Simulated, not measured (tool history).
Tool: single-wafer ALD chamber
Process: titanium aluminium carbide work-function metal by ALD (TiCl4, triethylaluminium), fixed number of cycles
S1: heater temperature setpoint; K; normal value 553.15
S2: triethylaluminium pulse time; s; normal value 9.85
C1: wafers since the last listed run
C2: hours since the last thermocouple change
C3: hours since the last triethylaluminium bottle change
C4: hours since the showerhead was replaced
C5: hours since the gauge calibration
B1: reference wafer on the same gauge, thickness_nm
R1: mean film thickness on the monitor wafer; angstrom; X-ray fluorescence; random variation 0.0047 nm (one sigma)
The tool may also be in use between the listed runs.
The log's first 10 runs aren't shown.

| run | hour | S1 | S2 | C1 | C2 | C3 | C4 | C5 | B1 | R1 |
|---|---|---|---|---|---|---|---|---|---|---|
| 11 | 625.2 | 553.15 | 6.97 | 1386 | 136.7 | 222.4 | 105 | 1519.9 | 1.721 | 16.48 |
| 12 | 712.1 | 553.15 | 9.85 | 1249 | 223.6 | 309.3 | 191.9 | 1606.8 | 1.719 | 18.96 |
| 13 | 798.7 | 553.15 | 9.85 | 1245 | 310.2 | 395.9 | 278.5 | 1693.4 | 1.719 | 18.91 |
| 14 | 868.2 | 553.15 | 9.85 | 999 | 379.7 | 465.4 | 348 | 1762.9 | 1.72 | 18.92 |
| 15 | 958.5 | 559.15 | 11.83 | 1298 | 470 | 555.7 | 438.3 | 1853.2 | 1.72 | 19.93 |
|  | 1050.1 | gauge calibrated |
| 16 | 1061.7 | 565.15 | 11.15 | 1483 | 573.2 | 658.9 | 541.5 | 11.6 | 1.72 | 20.33 |
| 17 | 1098.1 | 538.15 | 8.82 | 523 | 609.6 | 695.3 | 577.9 | 48 | 1.72 | 17.38 |
| 18 | 1179.4 | 553.15 | 9.85 | 1169 | 690.9 | 776.6 | 659.2 | 129.3 | 1.72 | 19.02 |
|  | 1233.4 | triethylaluminium bottle replaced |
| 19 | 1363.7 | 544.15 | 7.86 | 2535 | 875.2 | 130.3 | 843.5 | 313.6 | 1.72 | 17.24 |
| 20 | 1403 | 567.15 | 8.69 | 565 | 914.5 | 169.6 | 882.8 | 352.9 | 1.72 | 19.62 |
| 21 | 1480.1 | 541.15 | 6.61 | 1108 | 991.6 | 246.7 | 959.9 | 430 | 1.721 | 15.24 |
| 22 | 1554.7 | 545.15 | 7.85 | 1072 | 1066.2 | 321.3 | 1034.5 | 504.6 | 1.721 | 17.27 |
| 23 | 1644.5 | 553.15 | 8.15 | 1291 | 1156 | 411.1 | 1124.3 | 594.4 | 1.72 | 18.22 |
| 24 | 1690 | 546.15 | 12.69 | 654 | 1201.5 | 456.6 | 1169.8 | 639.9 | 1.719 | 19.19 |
| 25 | 1772.5 | 566.15 | 7.85 | 1186 | 1284 | 539.1 | 1252.3 | 722.4 | 1.72 | 18.87 |
| 26 | 1847.2 | 567.15 | 13.39 | 1074 | 1358.7 | 613.8 | 1327 | 797.1 | 1.718 | 21.03 |
| 27 | 1888.2 | 553.15 | 13.25 | 589 | 1399.7 | 654.8 | 1368 | 838.1 | 1.72 | 19.74 |
| 28 | 1949.7 | 553.15 | 9.85 | 884 | 1461.2 | 716.3 | 1429.5 | 899.6 | 1.721 | 19.34 |
| 29 | 1990.7 | 547.15 | 10.65 | 589 | 1502.2 | 757.3 | 1470.5 | 940.6 | 1.721 | 19.1 |
|  | 2004.9 | triethylaluminium bottle replaced |
| 30 | 2065.6 | 538.15 | 7.45 | 962 | 1577.1 | 60.7 | 1545.4 | 1015.5 | 1.72 | 16.54 |
| 31 | 2154.7 | 553.15 | 7.88 | 1281 | 1666.2 | 149.8 | 1634.5 | 1104.6 | 1.72 | 18.03 |
| 32 | 2228.5 | 553.15 | 8.48 | 1061 | 1740 | 223.6 | 1708.3 | 1178.4 | 1.72 | 18.63 |
| 33 | 2311.1 | 560.15 | 13.09 | 1187 | 1822.6 | 306.2 | 1790.9 | 1261 | 1.72 | 20.43 |

Alternative continuations, all from the tool just after run 33; predict every row:
| A | 2311.5 | 553.15 | 6.36 | 5 | 1823 | 306.6 | 1791.3 | 1261.4 | ? | ? |
| B | 2311.5 | 563.15 | 12.29 | 5 | 1823 | 306.6 | 1791.3 | 1261.4 | ? | ? |
| C | 2311.5 | 561.15 | 11.36 | 5 | 1823 | 306.6 | 1791.3 | 1261.4 | ? | ? |
| D | 2311.5 | 541.15 | 10.98 | 5 | 1823 | 306.6 | 1791.3 | 1261.4 | ? | ? |

| run | B1 | R1 |
|---|---|---|
| A | 1.718 | 15.59 |
| B | 1.718 | 20.63 |
| C | 1.718 | 20.35 |
| D | 1.718 | 18.7 |
Without the tool's hidden state the same runs would have given:
| run | R1 |
|---|---|
| A | 15.2 |
| B | 20.14 |
| C | 19.86 |
| D | 18.22 |

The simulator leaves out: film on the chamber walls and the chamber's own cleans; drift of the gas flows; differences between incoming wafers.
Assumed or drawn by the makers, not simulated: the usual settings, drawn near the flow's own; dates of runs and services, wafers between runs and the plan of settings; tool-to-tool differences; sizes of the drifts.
